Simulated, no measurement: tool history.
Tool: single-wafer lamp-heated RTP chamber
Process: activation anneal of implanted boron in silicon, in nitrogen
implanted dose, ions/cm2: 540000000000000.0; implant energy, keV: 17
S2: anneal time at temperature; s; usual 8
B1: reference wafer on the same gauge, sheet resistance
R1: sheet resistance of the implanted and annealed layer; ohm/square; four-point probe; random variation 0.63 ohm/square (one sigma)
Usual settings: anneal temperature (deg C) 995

{"run": 1, "day": 0.0, "anneal temperature (deg C)": 1017, "S2": 7, "B1": 203.99, "R1": 230.15}
{"run": 2, "day": 1.808, "anneal temperature (deg C)": 1017, "S2": 7, "B1": 203.9, "R1": 231.16}
{"run": 3, "day": 4.65, "anneal temperature (deg C)": 1017, "S2": 7, "B1": 204.06, "R1": 230.71}
{"run": 4, "day": 6.092, "anneal temperature (deg C)": 995, "S2": 11, "B1": 203.96, "R1": 232.89}
{"day": 8.467, "done": "reflector plate cleaned"}
{"run": 5, "day": 8.971, "anneal temperature (deg C)": 995, "S2": 11, "B1": 204.0, "R1": 235.78}
{"run": 6, "day": 10.525, "anneal temperature (deg C)": 995, "S2": 8, "B1": 204.05, "R1": 236.68}
{"day": 13.212, "done": "pyrometer window cleaned and pyrometer calibrated"}
{"run": 7, "day": 13.233, "anneal temperature (deg C)": 974, "S2": 5, "B1": 204.12, "R1": 256.31}
{"run": 8, "day": 15.504, "anneal temperature (deg C)": 974, "S2": 5, "B1": 203.97, "R1": 257.19}
{"run": 9, "day": 17.775, "anneal temperature (deg C)": 974, "S2": 5, "B1": 204.01, "R1": 255.99}
{"run": 10, "day": 20.0, "anneal temperature (deg C)": 995, "S2": 8, "B1": 204.01, "R1": 236.99}
{"run": 11, "day": 21.817, "anneal temperature (deg C)": 995, "S2": 8, "B1": 203.97, "R1": 235.81}
{"run": 12, "day": 23.846, "anneal temperature (deg C)": 995, "S2": 8, "B1": 204.01, "R1": 235.79}
{"day": 26.938, "done": "pyrometer window cleaned and pyrometer calibrated"}
{"run": 13, "day": 26.958, "anneal temperature (deg C)": 995, "S2": 8, "B1": 203.96, "R1": 233.82}
{"run": 14, "day": 28.225, "anneal temperature (deg C)": 1013, "S2": 8, "B1": 204.09, "R1": 230.24}
{"day": 28.879, "done": "reflector plate cleaned"}
{"day": 29.229, "done": "gauge calibrated"}
{"run": 15, "day": 29.946, "anneal temperature (deg C)": 1008, "S2": 6, "B1": 203.99, "R1": 233.74}
{"run": 16, "day": 33.571, "anneal temperature (deg C)": 974, "S2": 10, "B1": 204.15, "R1": 253.0}
{"run": 17, "day": 36.508, "anneal temperature (deg C)": 978, "S2": 8, "B1": 203.98, "R1": 249.65}
{"day": 43.221, "done": "pyrometer window cleaned and pyrometer calibrated"}
{"run": 18, "day": 44.512, "anneal temperature (deg C)": 995, "S2": 13, "B1": 203.93, "R1": 233.77}
{"run": 19, "day": 46.688, "anneal temperature (deg C)": 995, "S2": 8, "B1": 203.92, "R1": 234.85}
{"day": 48.129, "done": "reflector plate cleaned"}
{"run": 20, "day": 49.104, "anneal temperature (deg C)": 1013, "S2": 11, "B1": 204.01, "R1": 230.1}
{"run": 21, "day": 51.5, "anneal temperature (deg C)": 968, "S2": 11, "B1": 203.95, "R1": 261.76}
{"run": 22, "day": 53.15, "anneal temperature (deg C)": 1006, "S2": 6, "B1": 204.02, "R1": 234.29}
{"run": 23, "day": 55.425, "anneal temperature (deg C)": 974, "S2": 10, "B1": 204.0, "R1": 253.06}
{"run": 24, "day": 57.362, "anneal temperature (deg C)": 979, "S2": 8, "B1": 203.98, "R1": 248.21}
{"day": 58.412, "done": "pyrometer window cleaned and pyrometer calibrated"}
{"run": 25, "day": 60.296, "anneal temperature (deg C)": 995, "S2": 5, "B1": 203.88, "R1": 238.13}
{"run": 26, "day": 62.667, "anneal temperature (deg C)": 1017, "S2": 5, "B1": 204.07, "R1": 231.94}
{"run": 27, "day": 65.517, "anneal temperature (deg C)": 1003, "S2": 9, "B1": 204.0, "R1": 232.37}
{"run": 28, "day": 67.608, "anneal temperature (deg C)": 1007, "S2": 8, "B1": 204.15, "R1": 231.97}

4 ways to go on from here, each from the tool as it stands after run 28. What would each give?
{"run": "A", "day": 67.625, "anneal temperature (deg C)": 995, "S2": 10, "B1": "?", "R1": "?"}
{"run": "B", "day": 67.625, "anneal temperature (deg C)": 1010, "S2": 4, "B1": "?", "R1": "?"}
{"run": "C", "day": 67.625, "anneal temperature (deg C)": 995, "S2": 12, "B1": "?", "R1": "?"}
{"run": "D", "day": 67.625, "anneal temperature (deg C)": 977, "S2": 10, "B1": "?", "R1": "?"}

run=A B1=204.15 R1=234.40
run=B B1=204.15 R1=232.79
run=C B1=204.15 R1=233.79
run=D B1=204.15 R1=244.71
Without the tool's hidden state the same runs would have given:
run=A R1=237.31
run=B R1=234.46
run=C R1=236.54
run=D R1=251.31
